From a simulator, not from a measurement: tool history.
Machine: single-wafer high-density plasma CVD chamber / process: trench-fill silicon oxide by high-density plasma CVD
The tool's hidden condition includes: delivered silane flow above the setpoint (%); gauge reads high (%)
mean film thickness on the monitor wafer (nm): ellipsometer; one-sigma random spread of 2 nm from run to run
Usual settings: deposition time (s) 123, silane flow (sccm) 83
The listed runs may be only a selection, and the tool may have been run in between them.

run,hour,deposition time (s),silane flow (sccm),wafers since the last listed run,hours since the silane flow controller was replaced,hours since the gauge calibration,"read-back reference wafer on the same gauge, thickness_nm",mean film thickness on the monitor wafer (nm)
1,0,123,83,0,2613.6,187.6,860.603,1074.528
2,9.6,123,83,97,2623.2,197.2,859.869,1075.391
3,25,123,83,157,2638.6,212.6,859.705,1075.102
4,36.1,109,83,113,2649.7,223.7,859.941,955.865
5,46.5,137,83,106,2660.1,234.1,859.64,1201.194
6,54.1,123,96,77,2667.7,241.7,859.806,1230.182
7,103.7,123,96,506,2717.3,291.3,859.69,1233.635
8,112.7,123,96,91,2726.3,300.3,860.37,1234.069
9,128.4,123,83,160,2742,316,859.668,1085.32
10,136.1,123,76,78,2749.7,323.7,859.649,1003.602
11,152,123,76,162,2765.6,339.6,859.698,1004.438
# hour 161.4: gauge calibrated
12,164,123,83,122,2777.6,2.6,859.996,1080.581
13,191.6,123,83,281,2805.2,30.2,860.04,1084.509
14,207.1,123,83,158,2820.7,45.7,860.337,1085.25
15,213.5,123,83,65,2827.1,52.1,859.762,1087.318
16,224.3,123,83,110,2837.9,62.9,859.487,1086.533
17,234.5,123,83,104,2848.1,73.1,860.418,1083.355
18,246.5,123,83,122,2860.1,85.1,859.714,1086.76
19,263.5,123,83,173,2877.1,102.1,860.205,1086.149
20,277.2,123,83,139,2890.8,115.8,860.632,1089.324
21,294.6,107,83,177,2908.2,133.2,859.697,944.664
22,302.5,136,83,80,2916.1,141.1,859.668,1206.583
23,320.1,123,83,179,2933.7,158.7,859.531,1088.56
24,331.6,123,71,117,2945.2,170.2,859.737,951.347
25,343.3,146,75,119,2956.9,181.9,859.614,1182.919
26,356.5,109,83,134,2970.1,195.1,859.919,968.568
27,370.7,137,100,144,2984.3,209.3,859.93,1442.395
28,386.8,112,83,164,3000.4,225.4,860.111,995.792
# hour 400.4: silane flow controller replaced
29,403.2,113,100,85,2.8,241.8,860.171,1118.1
30,416.6,108,73,136,16.2,255.2,859.961,808.042
31,432.6,123,83,163,32.2,271.2,860.197,1030.217
32,442,123,100,95,41.6,280.6,860.098,1217.207
33,453.5,147,70,117,53.1,292.1,860.087,1057.622
34,465,140,95,117,64.6,303.6,859.87,1322.75
35,479.9,130,88,152,79.5,318.5,859.935,1145.111
36,492,134,90,123,91.6,330.6,860.416,1207.329
37,502,111,74,102,101.6,340.6,860.327,842.604

Hidden state or all else? Some run-to-run changes of mean film thickness on the monitor wafer (nm), split into what the settings, what came in and random variation would give without the hidden state, and what is left for the hidden state (with any gauge scatter that isn't in both results):
Run 26 -> 27: deposition time (s) 109 -> 137, silane flow (sccm) 83 -> 100. mean film thickness on the monitor wafer (nm) +473.827: hidden state +29.117, all else +444.71.
Run 27 -> 28: deposition time (s) 137 -> 112, silane flow (sccm) 100 -> 83. mean film thickness on the monitor wafer (nm) -446.603: hidden state -26.34, all else -420.263.
Run 28 -> 29: deposition time (s) 112 -> 113, silane flow (sccm) 83 -> 100, silane flow controller replaced. mean film thickness on the monitor wafer (nm) +122.308: hidden state -55.925, all else +178.233.
Run 36 -> 37: deposition time (s) 134 -> 111, silane flow (sccm) 90 -> 74. mean film thickness on the monitor wafer (nm) -364.725: hidden state -1.57, all else -363.155.

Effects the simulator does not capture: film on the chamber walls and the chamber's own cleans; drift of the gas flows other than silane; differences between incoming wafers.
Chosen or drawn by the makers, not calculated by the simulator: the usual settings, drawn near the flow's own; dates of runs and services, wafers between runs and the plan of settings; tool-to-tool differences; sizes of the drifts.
